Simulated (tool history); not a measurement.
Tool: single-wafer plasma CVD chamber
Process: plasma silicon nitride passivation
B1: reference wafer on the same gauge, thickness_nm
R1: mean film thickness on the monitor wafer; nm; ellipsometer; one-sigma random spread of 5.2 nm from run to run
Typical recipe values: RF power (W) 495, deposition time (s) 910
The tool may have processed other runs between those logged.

run 1 hour=0 | RF_power_(W)=495 deposition_time_(s)=1010 | B1=1241.054 | R1=1371.102
run 2 hour=94 | RF_power_(W)=495 deposition_time_(s)=1010 | B1=1238.973 | R1=1361.545
run 3 hour=150.3 | RF_power_(W)=495 deposition_time_(s)=1010 | B1=1239.112 | R1=1366.839
run 4 hour=254.3 | RF_power_(W)=495 deposition_time_(s)=910 | B1=1239.442 | R1=1229.045
-- hour=352.7 RF generator calibrated
run 5 hour=537.9 | RF_power_(W)=495 deposition_time_(s)=910 | B1=1239.215 | R1=1258.438
run 6 hour=633.7 | RF_power_(W)=535 deposition_time_(s)=910 | B1=1238.345 | R1=1288.859
run 7 hour=675.2 | RF_power_(W)=535 deposition_time_(s)=910 | B1=1238.764 | R1=1286.151
run 8 hour=731.1 | RF_power_(W)=535 deposition_time_(s)=910 | B1=1238.861 | R1=1278.814
run 9 hour=781.3 | RF_power_(W)=495 deposition_time_(s)=815 | B1=1240.662 | R1=1122.663
run 10 hour=831.9 | RF_power_(W)=495 deposition_time_(s)=815 | B1=1238.184 | R1=1120.31
run 11 hour=888.2 | RF_power_(W)=495 deposition_time_(s)=815 | B1=1239.733 | R1=1111.868
run 12 hour=924.8 | RF_power_(W)=495 deposition_time_(s)=910 | B1=1240.59 | R1=1251.901
run 13 hour=1000.2 | RF_power_(W)=495 deposition_time_(s)=1013 | B1=1241.402 | R1=1385.314
run 14 hour=1082.6 | RF_power_(W)=495 deposition_time_(s)=1013 | B1=1240.838 | R1=1384.381
run 15 hour=1123.7 | RF_power_(W)=495 deposition_time_(s)=1013 | B1=1238.915 | R1=1382.45
run 16 hour=1180.8 | RF_power_(W)=495 deposition_time_(s)=910 | B1=1240.225 | R1=1237.822
run 17 hour=1230.9 | RF_power_(W)=495 deposition_time_(s)=1042 | B1=1238.657 | R1=1421.706
-- hour=1239.3 RF generator calibrated
-- hour=1241.9 gauge calibrated
run 18 hour=1517.6 | RF_power_(W)=495 deposition_time_(s)=1042 | B1=1241.04 | R1=1436.704
run 19 hour=1619.1 | RF_power_(W)=400 deposition_time_(s)=831 | B1=1240.623 | R1=1071.42
run 20 hour=1691.6 | RF_power_(W)=520 deposition_time_(s)=1086 | B1=1240.803 | R1=1512.773
run 21 hour=1791.4 | RF_power_(W)=495 deposition_time_(s)=910 | B1=1239.693 | R1=1240.913
run 22 hour=1841.7 | RF_power_(W)=585 deposition_time_(s)=750 | B1=1240.267 | R1=1078.074
run 23 hour=1894.1 | RF_power_(W)=450 deposition_time_(s)=1038 | B1=1238.752 | R1=1387.469
run 24 hour=1995.1 | RF_power_(W)=495 deposition_time_(s)=1061 | B1=1238.297 | R1=1447.009
-- hour=2076.1 showerhead replaced
-- hour=2081.8 RF generator calibrated
run 25 hour=2089.2 | RF_power_(W)=425 deposition_time_(s)=910 | B1=1240.365 | R1=1200.124
run 26 hour=2129.2 | RF_power_(W)=495 deposition_time_(s)=910 | B1=1240.9 | R1=1275.45
run 27 hour=2197.9 | RF_power_(W)=585 deposition_time_(s)=750 | B1=1237.958 | R1=1100.949

Forecast run 28:
run 28 hour=2260.8 | RF_power_(W)=545 deposition_time_(s)=910 | B1=? | R1=?

{"run 28": {"B1": 1241.532, "R1": 1303.221}}
With no hidden state in the tool, this same run would have given R1 1310.162 nm.

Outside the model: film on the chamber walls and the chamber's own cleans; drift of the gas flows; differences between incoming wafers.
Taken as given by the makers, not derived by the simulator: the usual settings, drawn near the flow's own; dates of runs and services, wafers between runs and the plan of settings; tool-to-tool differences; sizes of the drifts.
